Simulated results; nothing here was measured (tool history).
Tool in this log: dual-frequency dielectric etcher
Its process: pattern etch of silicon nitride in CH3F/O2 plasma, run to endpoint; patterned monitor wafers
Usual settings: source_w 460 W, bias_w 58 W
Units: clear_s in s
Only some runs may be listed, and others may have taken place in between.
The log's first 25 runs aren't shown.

run    hour  source_w  bias_w  incoming incoming film thickness, nm  clear_s
 26  1435.9       360      49                                  83.2    112.3
 27  1494.0       500      58                                  83.6     97.8
 28  1530.7       390      51                                  82.9    108.3
 29  1595.0       460      58                                  83.6    100.0
 30  1642.6       400      66                                  83.6     99.4
     1713.7  -- wet clean of the chamber
 31  1714.2       460      54                                  83.8    103.2
 32  1744.3       540      66                                  83.3     90.4
 33  1772.6       460      58                                  83.1     99.2
 34  1797.1       430      64                                  83.1     98.1
 35  1821.2       410      47                                  84.1    111.7

Consider 4 possible next runs. They are alternatives, not a sequence: every one starts from the tool as it was left by run 35. What does each give?
  A  1821.7       460      58                                  84.3        ?
  B  1821.7       390      64                                  84.3        ?
  C  1821.7       380      52                                  84.3        ?
  D  1821.7       410      62                                  84.3        ?

run  clear_s
  A    101.1
  B    101.8
  C    110.4
  D    101.7
Take away the tool's hidden state, keep each run's random variation, and the runs would have read:
run  clear_s
  A     99.9
  B    100.6
  C    109.2
  D    100.5

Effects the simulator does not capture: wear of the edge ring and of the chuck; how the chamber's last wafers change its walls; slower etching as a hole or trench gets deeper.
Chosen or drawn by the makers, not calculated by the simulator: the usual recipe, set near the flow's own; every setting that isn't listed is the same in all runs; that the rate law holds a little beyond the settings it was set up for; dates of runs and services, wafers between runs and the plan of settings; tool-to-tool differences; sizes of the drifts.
